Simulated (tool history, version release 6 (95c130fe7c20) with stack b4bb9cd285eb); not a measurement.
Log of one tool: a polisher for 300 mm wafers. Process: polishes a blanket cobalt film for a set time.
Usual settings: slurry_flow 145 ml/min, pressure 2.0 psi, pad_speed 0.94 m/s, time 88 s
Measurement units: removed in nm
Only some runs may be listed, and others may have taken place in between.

run	hour	slurry_flow	pressure	pad_speed	time	wafers since the last listed run	wafers polished on this pad	hours since the slurry nozzle was cleaned	hours since the head pressure was calibrated	incoming thickness of the incoming film, nm	removed
1	0.0	145	2.0	0.94	75	0	852	450.7	890.6	1359.4	349.8
# hour 16.6: worn pad replaced by a new one
2	64.1	145	2.0	0.94	88	348	275	514.8	954.7	1336.5	446.6
3	125.9	145	2.0	0.94	88	358	634	576.6	1016.5	1358.0	434.1
4	140.3	145	1.7	0.94	88	83	718	591.0	1030.9	1353.3	381.7
# hour 156.5: worn pad replaced by a new one
5	167.1	145	1.7	0.94	88	132	61	617.8	1057.7	1334.8	402.8
6	186.6	145	2.0	0.94	88	113	174	637.3	1077.2	1331.3	459.4
7	210.7	145	2.0	0.94	88	139	314	661.4	1101.3	1334.1	453.7
# hour 214.8: head pressure recalibrated
8	246.6	145	2.0	0.94	88	196	511	697.3	31.8	1326.9	440.7
9	272.2	145	2.0	0.94	88	148	660	722.9	57.4	1347.0	424.3
10	305.2	170	2.0	0.84	88	191	851	755.9	90.4	1344.0	373.7
# hour 314.4: worn pad replaced by a new one, of another model than before
# hour 316.5: slurry nozzle cleaned
11	334.8	145	2.0	1.04	111	142	112	18.3	120.0	1344.7	580.5
12	358.0	145	1.3	1.14	88	134	247	41.5	143.2	1330.5	319.9
13	393.1	145	2.0	0.94	88	203	451	76.6	178.3	1344.6	439.5
14	405.4	145	2.0	0.94	88	71	522	88.9	190.6	1312.0	429.6
15	431.3	180	2.0	0.74	62	150	672	114.8	216.5	1318.3	276.0

Run 16 has not been measured yet. What should we expect?
# hour 437.1: worn pad replaced by a new one
16	444.2	145	2.0	0.94	88	51	41	127.7	229.4	1343.5	?

removed: 452.8 nm
The same run, on a tool lacking any hidden state, would have yielded removed 460.3 nm.

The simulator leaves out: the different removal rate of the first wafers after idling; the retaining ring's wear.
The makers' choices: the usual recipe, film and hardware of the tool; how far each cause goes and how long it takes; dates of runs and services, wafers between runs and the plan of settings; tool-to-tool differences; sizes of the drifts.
